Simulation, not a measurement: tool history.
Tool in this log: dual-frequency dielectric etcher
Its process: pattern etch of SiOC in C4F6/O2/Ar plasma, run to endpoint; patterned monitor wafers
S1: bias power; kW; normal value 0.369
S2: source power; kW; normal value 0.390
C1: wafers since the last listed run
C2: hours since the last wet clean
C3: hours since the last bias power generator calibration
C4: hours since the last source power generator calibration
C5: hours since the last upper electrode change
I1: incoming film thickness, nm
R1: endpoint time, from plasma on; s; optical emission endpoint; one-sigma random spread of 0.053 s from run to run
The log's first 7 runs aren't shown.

| run | hour | S1 | S2 | C1 | C2 | C3 | C4 | C5 | I1 | R1 |
|---|---|---|---|---|---|---|---|---|---|---|
| 8 | 398.0 | 0.369 | 0.450 | 894 | 192.8 | 3497.0 | 1517.2 | 2702.7 | 42.20 | 14.9 |
| 9 | 467.8 | 0.421 | 0.390 | 711 | 262.6 | 3566.8 | 1587.0 | 2772.5 | 41.83 | 14.8 |
|  | 493.1 | source power generator calibrated |
|  | 510.0 | bias power generator calibrated |
| 10 | 521.7 | 0.421 | 0.390 | 467 | 316.5 | 11.7 | 28.6 | 2826.4 | 42.21 | 15.1 |
| 11 | 568.2 | 0.369 | 0.460 | 474 | 363.0 | 58.2 | 75.1 | 2872.9 | 42.66 | 15.1 |
|  | 603.1 | wet clean of the chamber |
| 12 | 603.6 | 0.369 | 0.390 | 116 | 0.5 | 93.6 | 110.5 | 2908.3 | 41.87 | 15.1 |
| 13 | 671.1 | 0.369 | 0.390 | 688 | 68.0 | 161.1 | 178.0 | 2975.8 | 42.13 | 15.2 |
| 14 | 695.6 | 0.369 | 0.390 | 249 | 92.5 | 185.6 | 202.5 | 3000.3 | 42.36 | 15.4 |
| 15 | 737.3 | 0.369 | 0.390 | 425 | 134.2 | 227.3 | 244.2 | 3042.0 | 42.08 | 15.4 |
| 16 | 802.0 | 0.281 | 0.330 | 659 | 198.9 | 292.0 | 308.9 | 3106.7 | 42.32 | 18.1 |
| 17 | 826.0 | 0.369 | 0.300 | 244 | 222.9 | 316.0 | 332.9 | 3130.7 | 42.24 | 17.0 |
| 18 | 870.5 | 0.369 | 0.390 | 453 | 267.4 | 360.5 | 377.4 | 3175.2 | 42.14 | 15.6 |
| 19 | 907.2 | 0.369 | 0.420 | 374 | 304.1 | 397.2 | 414.1 | 3211.9 | 42.38 | 15.4 |
|  | 939.1 | wet clean of the chamber |
| 20 | 939.6 | 0.369 | 0.340 | 85 | 0.5 | 429.6 | 446.5 | 3244.3 | 41.37 | 15.6 |
|  | 995.8 | upper electrode replaced |
| 21 | 996.3 | 0.430 | 0.460 | 333 | 57.2 | 486.3 | 503.2 | 0.5 | 42.30 | 13.9 |
| 22 | 1055.7 | 0.369 | 0.390 | 605 | 116.6 | 545.7 | 562.6 | 59.9 | 42.63 | 15.5 |
| 23 | 1106.9 | 0.311 | 0.320 | 522 | 167.8 | 596.9 | 613.8 | 111.1 | 42.05 | 17.5 |
| 24 | 1177.4 | 0.452 | 0.330 | 718 | 238.3 | 667.4 | 684.3 | 181.6 | 42.30 | 15.3 |
| 25 | 1235.6 | 0.453 | 0.360 | 593 | 296.5 | 725.6 | 742.5 | 239.8 | 42.39 | 15.0 |
|  | 1275.2 | wet clean of the chamber |
| 26 | 1287.3 | 0.369 | 0.390 | 282 | 12.1 | 777.3 | 794.2 | 291.5 | 42.17 | 15.3 |
| 27 | 1346.4 | 0.324 | 0.390 | 602 | 71.2 | 836.4 | 853.3 | 350.6 | 42.31 | 16.2 |
| 28 | 1412.2 | 0.394 | 0.460 | 670 | 137.0 | 902.2 | 919.1 | 416.4 | 42.12 | 14.3 |
| 29 | 1473.1 | 0.369 | 0.430 | 620 | 197.9 | 963.1 | 980.0 | 477.3 | 42.27 | 15.0 |
| 30 | 1625.7 | 0.282 | 0.440 | 1555 | 350.5 | 1115.7 | 1132.6 | 629.9 | 42.10 | 16.7 |

Predict each of these 5 candidate next runs independently; none follows another, all start after run 30:
| A | 1626.1 | 0.449 | 0.390 | 4 | 350.9 | 1116.1 | 1133.0 | 630.3 | 42.22 | ? |
| B | 1626.1 | 0.434 | 0.340 | 4 | 350.9 | 1116.1 | 1133.0 | 630.3 | 42.22 | ? |
| C | 1626.1 | 0.304 | 0.420 | 4 | 350.9 | 1116.1 | 1133.0 | 630.3 | 42.22 | ? |
| D | 1626.1 | 0.307 | 0.420 | 4 | 350.9 | 1116.1 | 1133.0 | 630.3 | 42.22 | ? |
| E | 1626.1 | 0.369 | 0.360 | 4 | 350.9 | 1116.1 | 1133.0 | 630.3 | 42.22 | ? |

| run | R1 |
|---|---|
| A | 14.7 |
| B | 15.6 |
| C | 16.6 |
| D | 16.5 |
| E | 16.2 |
The same runs, with their run-to-run variation unchanged, on a tool lacking any hidden condition would have given:
| run | R1 |
|---|---|
| A | 14.2 |
| B | 15.1 |
| C | 16.0 |
| D | 16.0 |
| E | 15.7 |
